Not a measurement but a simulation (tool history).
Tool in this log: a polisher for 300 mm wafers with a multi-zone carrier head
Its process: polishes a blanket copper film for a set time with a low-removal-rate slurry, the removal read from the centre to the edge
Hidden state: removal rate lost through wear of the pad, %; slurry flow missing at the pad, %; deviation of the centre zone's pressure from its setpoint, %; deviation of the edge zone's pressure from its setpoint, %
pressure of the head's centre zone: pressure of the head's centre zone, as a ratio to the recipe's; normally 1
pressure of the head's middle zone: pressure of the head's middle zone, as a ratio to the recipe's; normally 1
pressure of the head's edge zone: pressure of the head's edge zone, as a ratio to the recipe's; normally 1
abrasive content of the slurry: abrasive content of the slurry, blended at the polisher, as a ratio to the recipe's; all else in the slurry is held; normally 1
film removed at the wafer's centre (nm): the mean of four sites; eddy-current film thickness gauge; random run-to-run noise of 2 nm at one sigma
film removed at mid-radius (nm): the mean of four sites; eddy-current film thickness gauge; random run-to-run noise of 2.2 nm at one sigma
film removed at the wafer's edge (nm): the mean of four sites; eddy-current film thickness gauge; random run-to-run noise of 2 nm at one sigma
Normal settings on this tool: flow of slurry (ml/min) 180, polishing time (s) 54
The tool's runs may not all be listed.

run	hour	flow of slurry (ml/min)	pressure of the head's centre zone	pressure of the head's middle zone	pressure of the head's edge zone	abrasive content of the slurry	polishing time (s)	wafers since the last listed run	wafers polished on this pad	hours since the slurry nozzle was cleaned	hours since the centre zone pressure was calibrated	hours since the edge zone pressure was calibrated	hours since the carrier head's membrane was replaced	incoming thickness of the incoming film, nm	film removed at the wafer's centre (nm)	film removed at mid-radius (nm)	film removed at the wafer's edge (nm)
1	0	180	1	1	1	1	54	0	1055	223.2	632	198.8	695.6	823.8	132.4	133.2	133.5
# hour 21.7: worn pad replaced by a new one
2	32.6	180	1	1	1	1	54	290	110	255.8	664.6	231.4	728.2	814.1	141.9	148.4	143
# hour 43.7: slurry nozzle cleaned
3	53.7	180	1	1	1	1	54	203	314	10	685.7	252.5	749.3	826.8	144.5	144.3	142.6
4	66.9	180	1	1	1	1	54	133	448	23.2	698.9	265.7	762.5	808.9	142	144.2	142
5	86.2	180	1	1	1	1	54	195	644	42.5	718.2	285	781.8	812.7	143.1	145.4	137.1
6	120.5	180	1	1	1	1	54	348	992	76.8	752.5	319.3	816.1	821.6	135.7	138.9	131.6
# hour 147.8: worn pad replaced by a new one
7	156.3	180	1	1	1	1	54	322	86	112.6	788.3	355.1	851.9	825.2	141.1	141.8	142.8
8	175.3	180	1	1	1	1	54	192	278	131.6	807.3	374.1	870.9	812.3	139.8	140.7	137.2
# hour 201.5: edge zone pressure recalibrated
9	203.2	180	0.97	1	1	1	66	262	541	159.5	835.2	1.7	898.8	809.3	165.3	174	167.4
10	235	180	1	1	1	1	54	322	864	191.3	867	33.5	930.6	819.4	137.3	140.4	131.6
# hour 263.8: carrier head's membrane replaced by a new one
11	264.3	180	1	1.11	1.04	1.1	54	246	1110	220.6	896.3	62.8	0.5	810.6	133.4	145.5	138.4
12	285.9	180	1	1	1	1	67	219	1330	242.2	917.9	84.4	22.1	822.4	153.5	161.6	152.3
# hour 291.7: worn pad replaced by a new one
13	304.4	205	1	0.96	1.04	1	54	147	128	260.7	936.4	102.9	40.6	814.5	148.7	146.8	149.9
# hour 320.4: centre zone pressure recalibrated
# hour 320.7: slurry nozzle cleaned
14	323.7	180	1	1	1	1	54	172	301	3	3.3	122.2	59.9	825.9	144.9	144.1	143.6
15	353.5	180	1	1	0.97	0.75	63	302	603	32.8	33.1	152	89.7	813.4	146.7	146.5	141.8
16	402.3	180	0.9	1	0.95	1.15	54	495	1099	81.6	81.9	200.8	138.5	830	122.9	139.9	133.3
17	435.4	180	1	1	1	1.1	47	335	1434	114.7	115	233.9	171.6	820.8	110.3	110.9	113.7
# hour 440.6: worn pad replaced by a new one
18	452.5	145	1	1	1	1	54	132	121	131.8	132.1	251	188.7	828.4	137.5	142.3	137.1
19	467.8	205	1	0.96	1.04	1	54	155	276	147.1	147.4	266.3	204	813.7	144.5	143.7	144.4
20	500.1	180	1	1	1	1	54	327	604	179.4	179.7	298.6	236.3	810.9	137.9	138.1	139.2
# hour 560.4: edge zone pressure recalibrated
21	567.7	115	1	1	1	1	54	665	1269	247	247.3	7.3	303.9	825	117	121.5	120.3
# hour 570.1: slurry nozzle cleaned
# hour 581.8: worn pad replaced by a new one
22	598	180	1	0.95	1	0.75	54	256	163	27.9	277.6	37.6	334.2	811.9	128.8	124.5	122.4

Predict each of these 3 candidate next runs independently; none follows another, all start after run 22:
A	598.4	180	1	1	1	1.2	54	4	167	28.3	278	38	334.6	822.8	?	?	?
B	598.4	180	1.04	1	1	1	54	4	167	28.3	278	38	334.6	822.8	?	?	?
C	598.4	180	1.09	1	1	1	54	4	167	28.3	278	38	334.6	822.8	?	?	?

run	film removed at the wafer's centre (nm)	film removed at mid-radius (nm)	film removed at the wafer's edge (nm)
A	153.1	153.6	152.1
B	149.2	144.1	142.7
C	156.2	144.1	142.7
The same runs, with their run-to-run variation unchanged, on a tool lacking any hidden condition would have given:
run	film removed at the wafer's centre (nm)	film removed at mid-radius (nm)	film removed at the wafer's edge (nm)
A	154.3	154.8	153.3
B	150.3	145.2	143.8
C	157.4	145.2	143.8
